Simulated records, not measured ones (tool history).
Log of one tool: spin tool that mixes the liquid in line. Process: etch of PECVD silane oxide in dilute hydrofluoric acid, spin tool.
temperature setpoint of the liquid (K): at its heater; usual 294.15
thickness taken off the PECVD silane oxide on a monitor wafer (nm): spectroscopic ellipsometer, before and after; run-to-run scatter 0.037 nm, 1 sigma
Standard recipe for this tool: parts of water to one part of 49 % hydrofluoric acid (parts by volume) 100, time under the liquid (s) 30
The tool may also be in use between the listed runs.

run	hour	temperature setpoint of the liquid (K)	parts of water to one part of 49 % hydrofluoric acid (parts by volume)	time under the liquid (s)	read-back film thickness of the PECVD silane oxide reference wafer, read on the same gauge (nm)	thickness taken off the PECVD silane oxide on a monitor wafer (nm)
1	0.0	294.15	100	30	90.03	5.07
2	31.9	294.15	100	30	90.00	5.03
3	49.5	294.15	100	30	90.00	5.08
4	68.5	294.15	100	30	89.98	5.07
5	97.2	294.15	100	30	90.01	5.19
6	113.5	294.15	100	30	89.98	5.17
7	148.9	294.15	100	35	90.00	6.02
8	180.5	294.15	100	35	90.00	6.03
9	213.5	294.15	100	35	90.02	6.07
10	243.5	294.15	100	20	89.98	3.49
11	346.0	294.15	100	20	90.01	3.53
12	361.8	291.15	100	30	90.04	4.72
13	391.5	294.15	100	30	90.00	5.28
14	410.9	294.15	100	30	90.02	5.32
15	431.4	294.15	100	30	89.98	5.36
16	461.3	294.15	100	30	89.99	5.36
17	474.3	294.15	135	25	90.02	3.16
# hour 485.2: thermometer replaced
18	496.3	290.15	145	25	90.03	2.31
19	517.4	294.15	100	45	90.00	7.42
# hour 536.8: gauge calibrated
20	538.3	294.15	100	30	89.98	4.96
21	566.0	294.15	120	45	90.00	6.14
22	578.0	294.15	100	40	89.99	6.67
23	590.7	299.15	130	30	89.99	4.53
24	619.6	296.65	70	15	89.99	4.11
25	647.3	294.15	100	30	90.00	5.06
26	669.6	294.15	100	30	89.98	5.02
27	688.5	294.15	125	30	90.03	3.93
# hour 696.6: hydrofluoric acid flow meter replaced
28	718.1	294.15	140	15	89.99	1.73
29	732.2	290.15	115	15	90.02	1.82
30	746.7	294.15	145	30	89.97	3.34
31	777.3	294.15	85	30	90.02	6.09
32	806.1	294.15	50	15	90.01	5.40
33	884.9	292.65	125	40	90.01	5.12

For each run, what was the tool's unlogged condition?
hydrofluoric acid flow below the setpoint (%): 0 on each run
gauge reads high (%): 0 on each run
H1: liquid hotter than its thermometer reads (K)
run	H1
1	0.928
2	1.03
3	1.09
4	1.15
5	1.24
6	1.29
7	1.4
8	1.5
9	1.6
10	1.7
11	2.02
12	2.07
13	2.17
14	2.23
15	2.3
16	2.39
17	2.43
18	0.156
19	0.223
20	0.289
21	0.377
22	0.415
23	0.455
24	0.547
25	0.635
26	0.706
27	0.765
28	0.859
29	0.904
30	0.95
31	1.05
32	1.14
33	1.39
